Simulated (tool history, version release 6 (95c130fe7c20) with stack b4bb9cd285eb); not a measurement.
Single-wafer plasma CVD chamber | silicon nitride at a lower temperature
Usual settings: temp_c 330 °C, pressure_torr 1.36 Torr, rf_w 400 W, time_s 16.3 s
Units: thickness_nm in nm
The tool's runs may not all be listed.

run,hour,temp_c,pressure_torr,rf_w,time_s,wafers since the last listed run,hours since the last thermocouple change,hours since the last RF generator calibration,hours since the last manometer calibration,hours since the showerhead was replaced,hours since the gauge calibration,"read-back reference wafer on the same gauge, thickness_nm",thickness_nm
1,0.0,330,1.36,345,16.3,0,1805.9,860.0,899.2,6003.4,479.2,20.488,19.481
2,68.1,330,1.36,345,16.3,2501,1874.0,928.1,967.3,6071.5,547.3,20.512,19.477
3,97.9,330,1.36,400,16.3,1094,1903.8,957.9,997.1,6101.3,577.1,20.516,20.693
4,168.1,330,1.36,400,16.3,2578,1974.0,1028.1,1067.3,6171.5,647.3,20.511,20.505
5,200.6,330,1.13,400,16.3,1193,2006.5,1060.6,1099.8,6204.0,679.8,20.507,19.531
6,250.7,330,1.36,400,16.3,1840,2056.6,1110.7,1149.9,6254.1,729.9,20.503,20.645
7,312.4,330,1.36,400,16.3,2266,2118.3,1172.4,1211.6,6315.8,791.6,20.527,20.498
8,353.0,330,1.36,400,16.3,1491,2158.9,1213.0,1252.2,6356.4,832.2,20.528,20.678
9,391.7,330,1.58,400,19.3,1421,2197.6,1251.7,1290.9,6395.1,870.9,20.512,25.195
10,451.0,330,1.67,400,16.3,2178,2256.9,1311.0,1350.2,6454.4,930.2,20.501,21.433
11,506.5,317,1.58,465,16.3,2038,2312.4,1366.5,1405.7,6509.9,985.7,20.522,22.815
12,555.1,330,1.36,400,16.3,1785,2361.0,1415.1,1454.3,6558.5,1034.3,20.503,20.364
# hour 583.7: thermocouple changed; heater temperature recalibrated
# hour 586.2: gauge calibrated
# hour 588.3: capacitance manometer re-zeroed and calibrated
13,589.7,338,1.07,400,16.3,807,6.0,1449.7,1.4,6593.1,3.5,20.496,19.346
# hour 601.2: showerhead replaced
# hour 605.8: RF generator calibrated
14,779.3,343,1.36,400,16.3,6499,195.6,173.5,191.0,178.1,193.1,20.521,20.622
15,833.1,330,1.36,400,16.3,1976,249.4,227.3,244.8,231.9,246.9,20.514,20.667
16,880.4,318,1.36,440,16.3,1737,296.7,274.6,292.1,279.2,294.2,20.498,21.479
17,930.4,330,1.36,345,16.3,1836,346.7,324.6,342.1,329.2,344.2,20.486,19.672

Measured less the same run without the tool's hidden state. The same run-to-run variation is in both; the gauge's scatter may not be:
The hidden state here: wafer temperature above the value expected at the setpoint (K); delivered RF power above the setpoint (%); true pressure above the setpoint (%); gauge reads high (%).
run,thickness_nm
1,-0.131
2,-0.153
3,-0.172
4,-0.197
5,-0.212
6,-0.232
7,-0.256
8,-0.278
9,-0.346
10,-0.322
11,-0.375
12,-0.374
13,-0.001
14,-0.008
15,-0.011
16,-0.016
17,-0.020

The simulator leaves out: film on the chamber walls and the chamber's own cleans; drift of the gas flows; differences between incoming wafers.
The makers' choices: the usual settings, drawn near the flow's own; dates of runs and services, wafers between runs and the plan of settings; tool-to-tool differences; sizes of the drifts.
